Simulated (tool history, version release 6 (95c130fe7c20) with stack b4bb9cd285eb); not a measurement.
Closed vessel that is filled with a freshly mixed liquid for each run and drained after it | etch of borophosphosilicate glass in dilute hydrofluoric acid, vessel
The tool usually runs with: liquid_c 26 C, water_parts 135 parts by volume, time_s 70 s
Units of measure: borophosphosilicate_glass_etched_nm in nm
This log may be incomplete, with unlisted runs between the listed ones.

| run | hour | liquid_c | water_parts | time_s | wafers since the last listed run | hours since the thermometer was replaced | hours since the hydrofluoric acid flow meter was replaced | hours since the gauge calibration | read-back film thickness of the borophosphosilicate glass reference wafer, read on the same gauge (nm) | borophosphosilicate_glass_etched_nm |
|---|---|---|---|---|---|---|---|---|---|---|
| 1 | 0 | 26 | 135 | 70 | 0 | 2135 | 2489.1 | 175.3 | 129.98 | 24.39 |
| 2 | 15.9 | 26 | 135 | 70 | 2145 | 2150.9 | 2505 | 191.2 | 130.02 | 24.38 |
| 3 | 29.1 | 26 | 135 | 45 | 1781 | 2164.1 | 2518.2 | 204.4 | 129.99 | 15.55 |
| 4 | 36.6 | 26 | 135 | 70 | 1011 | 2171.6 | 2525.7 | 211.9 | 129.99 | 24.55 |
| 5 | 47.5 | 26 | 135 | 70 | 1470 | 2182.5 | 2536.6 | 222.8 | 129.97 | 24.38 |
| 6 | 64 | 26 | 135 | 70 | 2226 | 2199 | 2553.1 | 239.3 | 130 | 24.39 |
|  | 77.8 | thermometer replaced |
|  | 80.5 | hydrofluoric acid flow meter replaced |
| 7 | 81.4 | 26 | 135 | 70 | 2077 | 3.6 | 0.9 | 256.7 | 130 | 21.05 |
| 8 | 97 | 26 | 135 | 70 | 2104 | 19.2 | 16.5 | 272.3 | 129.98 | 21.11 |
| 9 | 105.8 | 26 | 135 | 70 | 1187 | 28 | 25.3 | 281.1 | 130.02 | 21.11 |
| 10 | 117.8 | 26 | 135 | 95 | 1619 | 40 | 37.3 | 293.1 | 130.01 | 28.37 |
|  | 132.8 | gauge calibrated |
| 11 | 135.6 | 26 | 135 | 95 | 2401 | 57.8 | 55.1 | 2.8 | 130.03 | 28.67 |
| 12 | 147.7 | 26 | 135 | 95 | 1632 | 69.9 | 67.2 | 14.9 | 130.01 | 28.75 |
| 13 | 158 | 26 | 135 | 105 | 1389 | 80.2 | 77.5 | 25.2 | 130 | 31.85 |
| 14 | 165.1 | 26 | 135 | 70 | 957 | 87.3 | 84.6 | 32.3 | 129.97 | 21.16 |
| 15 | 182.6 | 26 | 135 | 70 | 2361 | 104.8 | 102.1 | 49.8 | 129.99 | 21.17 |
| 16 | 190.9 | 30.5 | 135 | 100 | 1119 | 113.1 | 110.4 | 58.1 | 130 | 36.12 |
| 17 | 207.6 | 23 | 95 | 70 | 2253 | 129.8 | 127.1 | 74.8 | 129.99 | 28.35 |
| 18 | 221.1 | 24.5 | 170 | 95 | 1821 | 143.3 | 140.6 | 88.3 | 130.01 | 20.78 |
| 19 | 229.9 | 26 | 190 | 50 | 1187 | 152.1 | 149.4 | 97.1 | 130 | 10.14 |
| 20 | 242.3 | 26 | 135 | 70 | 1673 | 164.5 | 161.8 | 109.5 | 129.99 | 21.22 |
| 21 | 249.4 | 26 | 135 | 70 | 957 | 171.6 | 168.9 | 116.6 | 130.01 | 21.2 |
| 22 | 263 | 26 | 185 | 70 | 1834 | 185.2 | 182.5 | 130.2 | 129.99 | 14.69 |
| 23 | 271.9 | 26 | 185 | 105 | 1200 | 194.1 | 191.4 | 139.1 | 130.03 | 22 |
| 24 | 285.9 | 29 | 110 | 70 | 1888 | 208.1 | 205.4 | 153.1 | 130.01 | 30.4 |
| 25 | 303.3 | 29.5 | 105 | 40 | 2347 | 225.5 | 222.8 | 170.5 | 130.03 | 18.66 |
| 26 | 315 | 26 | 115 | 50 | 1578 | 237.2 | 234.5 | 182.2 | 130.02 | 18.32 |
| 27 | 324 | 23.5 | 135 | 95 | 1214 | 246.2 | 243.5 | 191.2 | 129.98 | 26.45 |
| 28 | 335.2 | 22 | 135 | 35 | 1511 | 257.4 | 254.7 | 202.4 | 129.99 | 9.09 |
| 29 | 342.8 | 26 | 135 | 70 | 1025 | 265 | 262.3 | 210 | 130.01 | 21.52 |
| 30 | 358 | 24.5 | 135 | 70 | 2050 | 280.2 | 277.5 | 225.2 | 130 | 20.26 |
| 31 | 372.9 | 26 | 135 | 70 | 2010 | 295.1 | 292.4 | 240.1 | 130.02 | 21.61 |

Hidden state at the last listed run before each entry between runs and at the first one after, where it differs:
Runs 6 to 7: thermometer replaced (hour 77.8); hydrofluoric acid flow meter replaced (hour 80.5)
  hydrofluoric acid flow above the setpoint (%): 14.4 -> 1.11
  measured result minus the result with no hidden state, borophosphosilicate_glass_etched_nm: +3.52 -> +0.27 nm
Runs 10 to 11: gauge calibrated (hour 132.8)
  hydrofluoric acid flow above the setpoint (%): 1.29 -> 1.38
  measured result minus the result with no hidden state, borophosphosilicate_glass_etched_nm: +0.42 -> +0.46 nm
